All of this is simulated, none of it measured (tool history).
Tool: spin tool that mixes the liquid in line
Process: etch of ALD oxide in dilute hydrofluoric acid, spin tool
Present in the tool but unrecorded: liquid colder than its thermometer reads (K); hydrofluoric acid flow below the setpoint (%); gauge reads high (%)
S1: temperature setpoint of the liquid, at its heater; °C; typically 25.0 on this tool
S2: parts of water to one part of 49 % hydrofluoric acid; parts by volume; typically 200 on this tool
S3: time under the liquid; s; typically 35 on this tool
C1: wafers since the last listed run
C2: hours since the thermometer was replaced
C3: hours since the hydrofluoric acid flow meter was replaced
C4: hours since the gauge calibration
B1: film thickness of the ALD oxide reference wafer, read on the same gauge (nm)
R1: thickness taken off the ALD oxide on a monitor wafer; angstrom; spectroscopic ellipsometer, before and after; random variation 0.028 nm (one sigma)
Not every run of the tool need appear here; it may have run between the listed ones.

{"run": 1, "hour": 0.0, "S1": 25.0, "S2": 200, "S3": 35, "C1": 0, "C2": 1219.6, "C3": 775.3, "C4": 136.4, "B1": 99.983, "R1": 37.46}
{"run": 2, "hour": 6.0, "S1": 25.0, "S2": 200, "S3": 20, "C1": 88, "C2": 1225.6, "C3": 781.3, "C4": 142.4, "B1": 100.02, "R1": 21.25}
{"run": 3, "hour": 14.9, "S1": 25.0, "S2": 200, "S3": 20, "C1": 131, "C2": 1234.5, "C3": 790.2, "C4": 151.3, "B1": 99.981, "R1": 21.05}
{"run": 4, "hour": 22.0, "S1": 25.0, "S2": 200, "S3": 35, "C1": 104, "C2": 1241.6, "C3": 797.3, "C4": 158.4, "B1": 99.961, "R1": 37.21}
{"run": 5, "hour": 30.7, "S1": 25.0, "S2": 200, "S3": 25, "C1": 128, "C2": 1250.3, "C3": 806.0, "C4": 167.1, "B1": 99.989, "R1": 26.59}
{"run": 6, "hour": 37.6, "S1": 25.0, "S2": 200, "S3": 25, "C1": 101, "C2": 1257.2, "C3": 812.9, "C4": 174.0, "B1": 100.0, "R1": 26.35}
{"run": 7, "hour": 44.5, "S1": 25.0, "S2": 200, "S3": 35, "C1": 101, "C2": 1264.1, "C3": 819.8, "C4": 180.9, "B1": 100.022, "R1": 37.56}
{"run": 8, "hour": 59.4, "S1": 25.0, "S2": 200, "S3": 35, "C1": 220, "C2": 1279.0, "C3": 834.7, "C4": 195.8, "B1": 99.964, "R1": 36.42}
{"run": 9, "hour": 70.5, "S1": 25.0, "S2": 200, "S3": 35, "C1": 163, "C2": 1290.1, "C3": 845.8, "C4": 206.9, "B1": 99.975, "R1": 36.7}
{"run": 10, "hour": 77.7, "S1": 25.0, "S2": 200, "S3": 35, "C1": 106, "C2": 1297.3, "C3": 853.0, "C4": 214.1, "B1": 100.011, "R1": 36.68}
{"run": 11, "hour": 92.3, "S1": 25.0, "S2": 200, "S3": 35, "C1": 215, "C2": 1311.9, "C3": 867.6, "C4": 228.7, "B1": 99.962, "R1": 36.81}
{"run": 12, "hour": 110.0, "S1": 25.0, "S2": 200, "S3": 35, "C1": 261, "C2": 1329.6, "C3": 885.3, "C4": 246.4, "B1": 100.056, "R1": 36.61}
{"run": 13, "hour": 121.1, "S1": 25.0, "S2": 200, "S3": 35, "C1": 163, "C2": 1340.7, "C3": 896.4, "C4": 257.5, "B1": 100.028, "R1": 36.58}
{"run": 14, "hour": 127.8, "S1": 25.0, "S2": 200, "S3": 35, "C1": 98, "C2": 1347.4, "C3": 903.1, "C4": 264.2, "B1": 99.999, "R1": 36.71}
{"run": 15, "hour": 141.6, "S1": 25.0, "S2": 200, "S3": 35, "C1": 203, "C2": 1361.2, "C3": 916.9, "C4": 278.0, "B1": 99.971, "R1": 36.21}
{"run": 16, "hour": 151.2, "S1": 22.0, "S2": 200, "S3": 35, "C1": 141, "C2": 1370.8, "C3": 926.5, "C4": 287.6, "B1": 99.98, "R1": 32.12}
{"run": 17, "hour": 166.5, "S1": 25.0, "S2": 135, "S3": 35, "C1": 225, "C2": 1386.1, "C3": 941.8, "C4": 302.9, "B1": 99.99, "R1": 58.24}
{"run": 18, "hour": 182.9, "S1": 25.0, "S2": 200, "S3": 35, "C1": 242, "C2": 1402.5, "C3": 958.2, "C4": 319.3, "B1": 99.954, "R1": 36.02}
{"run": 19, "hour": 221.8, "S1": 20.0, "S2": 200, "S3": 35, "C1": 574, "C2": 1441.4, "C3": 997.1, "C4": 358.2, "B1": 100.038, "R1": 29.63}
{"hour": 234.8, "done": "thermometer replaced"}
{"run": 20, "hour": 235.3, "S1": 22.5, "S2": 265, "S3": 20, "C1": 184, "C2": 0.5, "C3": 1010.6, "C4": 371.7, "B1": 100.054, "R1": 14.5}
{"run": 21, "hour": 243.3, "S1": 28.0, "S2": 200, "S3": 35, "C1": 118, "C2": 8.5, "C3": 1018.6, "C4": 379.7, "B1": 99.992, "R1": 43.83}
{"hour": 254.7, "done": "hydrofluoric acid flow meter replaced"}
{"run": 22, "hour": 256.9, "S1": 25.0, "S2": 255, "S3": 35, "C1": 186, "C2": 22.1, "C3": 2.2, "C4": 393.3, "B1": 99.991, "R1": 33.15}
{"run": 23, "hour": 274.2, "S1": 25.0, "S2": 155, "S3": 25, "C1": 255, "C2": 39.4, "C3": 19.5, "C4": 410.6, "B1": 100.002, "R1": 42.87}
{"run": 24, "hour": 290.5, "S1": 25.0, "S2": 200, "S3": 35, "C1": 240, "C2": 55.7, "C3": 35.8, "C4": 426.9, "B1": 99.994, "R1": 44.57}
{"hour": 294.8, "done": "gauge calibrated"}
{"run": 25, "hour": 310.5, "S1": 25.0, "S2": 130, "S3": 35, "C1": 295, "C2": 75.7, "C3": 55.8, "C4": 15.7, "B1": 100.036, "R1": 72.2}
{"run": 26, "hour": 325.2, "S1": 23.0, "S2": 255, "S3": 35, "C1": 217, "C2": 90.4, "C3": 70.5, "C4": 30.4, "B1": 100.073, "R1": 30.43}
{"run": 27, "hour": 340.4, "S1": 25.0, "S2": 200, "S3": 35, "C1": 224, "C2": 105.6, "C3": 85.7, "C4": 45.6, "B1": 99.976, "R1": 44.42}
{"run": 28, "hour": 381.2, "S1": 25.0, "S2": 200, "S3": 35, "C1": 602, "C2": 146.4, "C3": 126.5, "C4": 86.4, "B1": 99.953, "R1": 43.32}
{"run": 29, "hour": 418.3, "S1": 25.0, "S2": 200, "S3": 35, "C1": 547, "C2": 183.5, "C3": 163.6, "C4": 123.5, "B1": 100.021, "R1": 42.96}
{"run": 30, "hour": 434.4, "S1": 27.5, "S2": 230, "S3": 25, "C1": 237, "C2": 199.6, "C3": 179.7, "C4": 139.6, "B1": 99.978, "R1": 28.25}
{"run": 31, "hour": 448.4, "S1": 21.0, "S2": 235, "S3": 45, "C1": 206, "C2": 213.6, "C3": 193.7, "C4": 153.6, "B1": 100.003, "R1": 38.65}
{"run": 32, "hour": 458.3, "S1": 25.0, "S2": 150, "S3": 35, "C1": 146, "C2": 223.5, "C3": 203.6, "C4": 163.5, "B1": 99.974, "R1": 60.69}

Consider 4 possible next runs. They are alternatives, not a sequence: every one starts from the tool as it was left by run 32. What does each give?
{"run": "A", "hour": 458.7, "S1": 25.0, "S2": 200, "S3": 35, "C1": 5, "C2": 223.9, "C3": 204.0, "C4": 163.9, "B1": "?", "R1": "?"}
{"run": "B", "hour": 458.7, "S1": 28.5, "S2": 200, "S3": 35, "C1": 5, "C2": 223.9, "C3": 204.0, "C4": 163.9, "B1": "?", "R1": "?"}
{"run": "C", "hour": 458.7, "S1": 25.0, "S2": 255, "S3": 25, "C1": 5, "C2": 223.9, "C3": 204.0, "C4": 163.9, "B1": "?", "R1": "?"}
{"run": "D", "hour": 458.7, "S1": 28.5, "S2": 165, "S3": 45, "C1": 5, "C2": 223.9, "C3": 204.0, "C4": 163.9, "B1": "?", "R1": "?"}

run=A B1=100.030 R1=43.01
run=B B1=100.030 R1=48.79
run=C B1=100.030 R1=22.71
run=D B1=100.030 R1=79.35
Had the tool no hidden state, the same runs would have come out as:
run=A R1=45.73
run=B R1=51.84
run=C R1=24.16
run=D R1=84.31
